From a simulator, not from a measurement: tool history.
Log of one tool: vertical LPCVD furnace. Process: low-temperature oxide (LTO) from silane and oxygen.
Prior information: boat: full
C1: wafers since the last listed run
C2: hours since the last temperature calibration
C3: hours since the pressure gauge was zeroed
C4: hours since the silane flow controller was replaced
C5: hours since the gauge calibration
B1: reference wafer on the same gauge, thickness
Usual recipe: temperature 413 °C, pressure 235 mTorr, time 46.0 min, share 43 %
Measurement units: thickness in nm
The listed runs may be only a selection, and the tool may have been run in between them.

run 1 hour=0.0 | temperature=413 pressure=215 time=46.0 share=43 | C1=0 C2=4180.9 C3=3385.5 C4=4372.8 C5=316.3 | B1=593.41 | thickness=486.24
run 2 hour=22.8 | temperature=413 pressure=215 time=46.0 share=43 | C1=287 C2=4203.7 C3=3408.3 C4=4395.6 C5=339.1 | B1=593.15 | thickness=484.22
run 3 hour=54.5 | temperature=413 pressure=220 time=46.0 share=43 | C1=400 C2=4235.4 C3=3440.0 C4=4427.3 C5=370.8 | B1=592.90 | thickness=496.26
run 4 hour=72.3 | temperature=413 pressure=220 time=46.0 share=43 | C1=224 C2=4253.2 C3=3457.8 C4=4445.1 C5=388.6 | B1=592.64 | thickness=496.04
run 5 hour=103.9 | temperature=413 pressure=235 time=46.0 share=43 | C1=398 C2=4284.8 C3=3489.4 C4=4476.7 C5=420.2 | B1=593.34 | thickness=531.71
run 6 hour=125.3 | temperature=413 pressure=235 time=46.0 share=43 | C1=270 C2=4306.2 C3=3510.8 C4=4498.1 C5=441.6 | B1=592.93 | thickness=530.94
run 7 hour=153.3 | temperature=413 pressure=235 time=46.0 share=43 | C1=353 C2=4334.2 C3=3538.8 C4=4526.1 C5=469.6 | B1=593.15 | thickness=530.41
run 8 hour=174.2 | temperature=419 pressure=235 time=46.0 share=43 | C1=263 C2=4355.1 C3=3559.7 C4=4547.0 C5=490.5 | B1=593.10 | thickness=563.37
run 9 hour=186.5 | temperature=413 pressure=190 time=58.5 share=43 | C1=155 C2=4367.4 C3=3572.0 C4=4559.3 C5=502.8 | B1=593.01 | thickness=537.97
run 10 hour=216.8 | temperature=413 pressure=190 time=58.5 share=43 | C1=382 C2=4397.7 C3=3602.3 C4=4589.6 C5=533.1 | B1=593.35 | thickness=539.06
-- hour=282.0 gauge calibrated
-- hour=293.4 silane flow controller replaced
-- hour=293.9 thermocouples replaced and temperature profile calibrated
run 11 hour=306.6 | temperature=413 pressure=235 time=46.0 share=43 | C1=824 C2=12.7 C3=3692.1 C4=13.2 C5=24.6 | B1=592.99 | thickness=528.74
run 12 hour=325.9 | temperature=413 pressure=235 time=46.0 share=43 | C1=243 C2=32.0 C3=3711.4 C4=32.5 C5=43.9 | B1=593.04 | thickness=531.50
-- hour=354.7 pressure gauge zeroed
run 13 hour=355.4 | temperature=413 pressure=235 time=46.0 share=43 | C1=69 C2=61.5 C3=0.7 C4=62.0 C5=73.4 | B1=593.33 | thickness=555.27
run 14 hour=374.5 | temperature=413 pressure=235 time=46.0 share=43 | C1=241 C2=80.6 C3=19.8 C4=81.1 C5=92.5 | B1=593.09 | thickness=553.05
run 15 hour=401.6 | temperature=408 pressure=235 time=46.0 share=43 | C1=342 C2=107.7 C3=46.9 C4=108.2 C5=119.6 | B1=593.04 | thickness=526.01
run 16 hour=427.1 | temperature=424 pressure=280 time=46.0 share=37 | C1=321 C2=133.2 C3=72.4 C4=133.7 C5=145.1 | B1=593.06 | thickness=623.73
run 17 hour=439.3 | temperature=418 pressure=210 time=38.5 share=50 | C1=154 C2=145.4 C3=84.6 C4=145.9 C5=157.3 | B1=593.17 | thickness=496.54
run 18 hour=460.1 | temperature=421 pressure=210 time=46.0 share=43 | C1=262 C2=166.2 C3=105.4 C4=166.7 C5=178.1 | B1=593.11 | thickness=535.04
run 19 hour=489.8 | temperature=413 pressure=235 time=54.5 share=36 | C1=374 C2=195.9 C3=135.1 C4=196.4 C5=207.8 | B1=593.45 | thickness=533.93
run 20 hour=508.6 | temperature=413 pressure=235 time=46.0 share=43 | C1=237 C2=214.7 C3=153.9 C4=215.2 C5=226.6 | B1=592.78 | thickness=552.61
run 21 hour=532.6 | temperature=403 pressure=190 time=55.5 share=50 | C1=303 C2=238.7 C3=177.9 C4=239.2 C5=250.6 | B1=592.98 | thickness=560.35
run 22 hour=583.1 | temperature=413 pressure=235 time=46.0 share=43 | C1=637 C2=289.2 C3=228.4 C4=289.7 C5=301.1 | B1=592.99 | thickness=552.37
run 23 hour=605.1 | temperature=417 pressure=235 time=58.0 share=46 | C1=277 C2=311.2 C3=250.4 C4=311.7 C5=323.1 | B1=592.96 | thickness=773.30
run 24 hour=630.7 | temperature=425 pressure=190 time=39.5 share=43 | C1=323 C2=336.8 C3=276.0 C4=337.3 C5=348.7 | B1=593.06 | thickness=431.31
run 25 hour=662.8 | temperature=413 pressure=235 time=46.0 share=43 | C1=405 C2=368.9 C3=308.1 C4=369.4 C5=380.8 | B1=593.13 | thickness=553.36
run 26 hour=688.5 | temperature=403 pressure=235 time=46.0 share=43 | C1=324 C2=394.6 C3=333.8 C4=395.1 C5=406.5 | B1=592.81 | thickness=495.65

Across each entry between runs, compare the hidden state at the last listed run before it with the hidden state at the first listed run after it:
Run 10 -> run 11: gauge calibrated (hour 282.0); silane flow controller replaced (hour 293.4); thermocouples replaced and temperature profile calibrated (hour 293.9)
  true pressure minus gauge reading, mTorr: -11.4 -> -11.7
  measured minus no-state result, thickness: -34.49 -> -27.70 nm
Run 12 -> run 13: pressure gauge zeroed (hour 354.7)
  true pressure minus gauge reading, mTorr: -11.8 -> -1.21
  measured minus no-state result, thickness: -27.98 -> -2.88 nm
